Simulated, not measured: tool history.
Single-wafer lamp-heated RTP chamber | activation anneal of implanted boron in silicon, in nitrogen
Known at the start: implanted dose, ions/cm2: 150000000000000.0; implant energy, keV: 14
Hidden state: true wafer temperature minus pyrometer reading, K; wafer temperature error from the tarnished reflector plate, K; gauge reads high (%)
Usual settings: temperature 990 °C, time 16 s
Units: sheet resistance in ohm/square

run	hour	temperature	time	wafers since the last listed run	wafers since the last pyrometer calibration	wafers since the reflector plate was cleaned	hours since the gauge calibration	read-back reference wafer on the same gauge, sheet resistance	sheet resistance
1	0	977	16	0	2948	4969	1008.8	803.06	704.63
# hour 34.9: reflector plate cleaned
2	35.4	977	16	299	3248	5	1044.2	802.62	702.43
3	47.1	977	16	128	3376	133	1055.9	802.34	701.32
# hour 78.9: pyrometer window cleaned and pyrometer calibrated
4	128.4	1009	16	802	542	936	1137.2	803.23	688.82
# hour 136.5: gauge calibrated
5	164.3	1009	16	392	935	1329	27.8	802.5	689.61
6	176.9	1009	16	137	1072	1466	40.4	803.11	687.2
7	191.8	990	16	163	1236	1630	55.3	803.02	693.43
8	206.3	990	9	158	1394	1788	69.8	802.82	696.4
9	233.5	1011	16	297	1692	2086	97	802.9	687.3
10	257.9	990	16	267	1959	2353	121.4	803.49	694.73
11	271.3	1007	24	146	2106	2500	134.8	803.16	687.8
12	285.9	990	16	159	2266	2659	149.4	803.68	694.65
13	304.3	962	21	201	2467	2861	167.8	802.95	718.35
14	320.7	990	25	179	2646	3040	184.2	803.03	693.5
15	339.5	990	16	205	2852	3246	203	802.84	696.82
16	373.6	990	16	373	3225	3619	237.1	802.94	695.02
# hour 385.8: pyrometer window cleaned and pyrometer calibrated
17	408.6	960	16	295	249	3915	272.1	802.53	729.27
18	427.9	963	12	211	460	4126	291.4	803.4	726.54
19	443.6	978	26	171	632	4298	307.1	802.95	695.41
# hour 470.7: reflector plate cleaned
20	477.1	990	16	279	911	70	340.6	803.13	694.03
21	499	1011	25	239	1151	309	362.5	802.53	689.36
22	514.5	977	12	169	1320	479	378	802.94	704.22
23	531	1000	26	180	1501	660	394.5	803.01	690.29
24	549.7	981	10	204	1706	864	413.2	802.88	702.33
25	572.7	1005	8	251	1957	1116	436.2	802.42	690.38
26	605.4	990	16	357	2315	1474	468.9	802.82	695.54
27	620.7	980	9	167	2483	1641	484.2	802.75	705.53
28	644.9	990	16	264	2748	1906	508.4	802.51	693.29
29	677.7	1010	10	359	3107	2265	541.2	803.67	691.31
30	700.2	1006	25	246	3353	2512	563.7	802.91	686.47

Forecast run 31:
# hour 710.7: pyrometer window cleaned and pyrometer calibrated
31	720.4	990	22	133	106	2645	583.9	?	?

Run 31 gave read-back reference wafer on the same gauge, sheet resistance 803.2, sheet resistance 693.92 ohm/square.
Without the tool's hidden state the same run would have given sheet resistance 693.92 ohm/square.
